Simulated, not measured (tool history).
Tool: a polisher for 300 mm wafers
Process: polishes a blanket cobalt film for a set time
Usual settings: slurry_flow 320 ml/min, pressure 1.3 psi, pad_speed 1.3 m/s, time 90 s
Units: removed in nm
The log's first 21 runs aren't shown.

| run | hour | slurry_flow | pressure | pad_speed | time | incoming thickness of the incoming film, nm | removed |
|---|---|---|---|---|---|---|---|
|  | 249.1 | head pressure recalibrated, repeated, since the last time left the tool worse |
| 22 | 250.3 | 320 | 1.3 | 1.3 | 90 | 1579.3 | 382.1 |
| 23 | 264.5 | 245 | 1.6 | 1.48 | 90 | 1589.7 | 500.8 |
| 24 | 271.9 | 320 | 1.3 | 1.3 | 90 | 1552.2 | 386.7 |
|  | 281.9 | worn pad replaced by a new one |
| 25 | 308.6 | 410 | 1.3 | 1.42 | 90 | 1590.6 | 431.8 |
|  | 314.5 | slurry nozzle cleaned |
| 26 | 320.6 | 270 | 1.3 | 1.3 | 90 | 1604.1 | 380 |
| 27 | 335.6 | 320 | 1.3 | 1.3 | 90 | 1570.9 | 383.4 |
| 28 | 351.7 | 290 | 1.3 | 1.72 | 90 | 1577.5 | 504.3 |
| 29 | 360.8 | 320 | 1.2 | 1.3 | 90 | 1566.9 | 367.2 |
| 30 | 373.8 | 425 | 1.3 | 1.04 | 110 | 1582.5 | 384.6 |
| 31 | 385.9 | 320 | 1.3 | 1.3 | 90 | 1554.2 | 381.6 |
| 32 | 399.5 | 265 | 1.3 | 0.92 | 73 | 1587.7 | 219.5 |
| 33 | 412.8 | 320 | 1.7 | 1.76 | 90 | 1583.4 | 644.1 |
| 34 | 438 | 320 | 1.3 | 1.3 | 90 | 1561.9 | 386.5 |
| 35 | 453.6 | 350 | 1.2 | 1.46 | 90 | 1556.5 | 417.2 |
| 36 | 462.3 | 225 | 0.9 | 1 | 115 | 1612.7 | 282.2 |

5 ways to go on from here, each from the tool as it stands after run 36. What would each give?
| A | 462.8 | 320 | 1.3 | 1.3 | 90 | 1551.6 | ? |
| B | 462.8 | 320 | 1.5 | 1.62 | 65 | 1551.6 | ? |
| C | 462.8 | 320 | 1.3 | 1.3 | 106 | 1551.6 | ? |
| D | 462.8 | 380 | 1.6 | 1.3 | 90 | 1551.6 | ? |
| E | 462.8 | 265 | 1.7 | 1.3 | 90 | 1551.6 | ? |

| run | removed |
|---|---|
| A | 380.4 |
| B | 382.8 |
| C | 448 |
| D | 453.7 |
| E | 462.3 |
Without the tool's hidden state the same runs would have given:
| run | removed |
|---|---|
| A | 382.7 |
| B | 385.1 |
| C | 450.7 |
| D | 456.4 |
| E | 465 |

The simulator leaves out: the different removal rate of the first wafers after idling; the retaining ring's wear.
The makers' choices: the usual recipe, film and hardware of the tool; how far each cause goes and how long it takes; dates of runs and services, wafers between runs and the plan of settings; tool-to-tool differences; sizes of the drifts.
